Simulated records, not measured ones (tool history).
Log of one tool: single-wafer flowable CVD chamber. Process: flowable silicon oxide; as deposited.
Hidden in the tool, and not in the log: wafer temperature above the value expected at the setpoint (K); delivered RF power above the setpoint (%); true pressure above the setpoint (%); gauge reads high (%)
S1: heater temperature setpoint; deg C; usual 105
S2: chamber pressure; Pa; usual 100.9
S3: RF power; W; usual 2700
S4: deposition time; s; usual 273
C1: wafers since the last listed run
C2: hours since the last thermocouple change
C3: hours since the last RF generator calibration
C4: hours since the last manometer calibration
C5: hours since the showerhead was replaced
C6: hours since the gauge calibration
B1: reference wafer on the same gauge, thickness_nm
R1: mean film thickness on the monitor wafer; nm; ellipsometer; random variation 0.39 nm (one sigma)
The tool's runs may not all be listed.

run,hour,S1,S2,S3,S4,C1,C2,C3,C4,C5,C6,B1,R1
1,0.0,105,100.9,2700,273,0,971.7,1194.4,1602.7,8240.8,267.3,147.996,127.094
# hour 19.7: gauge calibrated
2,28.3,105,100.9,2700,273,108,1000.0,1222.7,1631.0,8269.1,8.6,147.978,126.782
3,54.2,105,100.9,2700,273,99,1025.9,1248.6,1656.9,8295.0,34.5,147.987,126.850
4,81.4,105,100.9,2700,273,104,1053.1,1275.8,1684.1,8322.2,61.7,148.077,126.613
5,93.5,105,100.9,2700,273,46,1065.2,1287.9,1696.2,8334.3,73.8,147.925,127.150
6,111.0,105,100.9,2700,273,66,1082.7,1305.4,1713.7,8351.8,91.3,148.129,127.160
7,136.9,105,100.9,2700,273,99,1108.6,1331.3,1739.6,8377.7,117.2,148.025,126.800
# hour 150.8: showerhead replaced, of another model than before
8,170.1,105,100.9,2700,273,96,1141.8,1364.5,1772.8,19.3,150.4,148.093,126.622
# hour 186.0: RF generator calibrated
9,186.4,111,111.5,2355,244,31,1158.1,0.4,1789.1,35.6,166.7,148.053,96.021
10,214.1,117,122.0,2485,233,105,1185.8,28.1,1816.8,63.3,194.4,147.979,78.549
11,243.6,105,86.4,2700,319,112,1215.3,57.6,1846.3,92.8,223.9,148.008,136.332
12,258.0,119,100.9,2700,241,55,1229.7,72.0,1860.7,107.2,238.3,147.971,68.857
13,279.1,105,100.9,2700,273,80,1250.8,93.1,1881.8,128.3,259.4,148.034,126.546
14,307.8,105,100.9,2700,273,109,1279.5,121.8,1910.5,157.0,288.1,148.067,126.512
# hour 320.5: gauge calibrated
# hour 353.0: capacitance manometer re-zeroed and calibrated
# hour 353.5: thermocouple changed; heater temperature recalibrated
15,406.3,117,89.3,2700,245,344,52.8,220.3,53.3,255.5,85.8,147.975,72.761
16,425.6,94,100.9,2700,273,73,72.1,239.6,72.6,274.8,105.1,147.925,201.670
17,443.7,105,100.9,2700,273,69,90.2,257.7,90.7,292.9,123.2,148.069,132.935

Hidden state or all else? Some run-to-run changes of R1, split into what the settings, what came in and random variation would give without the hidden state, and what is left for the hidden state (with any gauge scatter that isn't in both results):
Run 14 -> 15: S1 105 -> 117, S2 100.9 -> 89.3, S4 273 -> 245, gauge calibrated, capacitance manometer re-zeroed and calibrated, thermocouple changed; heater temperature recalibrated. R1 -53.751 nm: hidden state +7.935, all else -61.686.
Run 15 -> 16: S1 117 -> 94, S2 89.3 -> 100.9, S4 245 -> 273. R1 +128.909 nm: hidden state -2.279, all else +131.188.
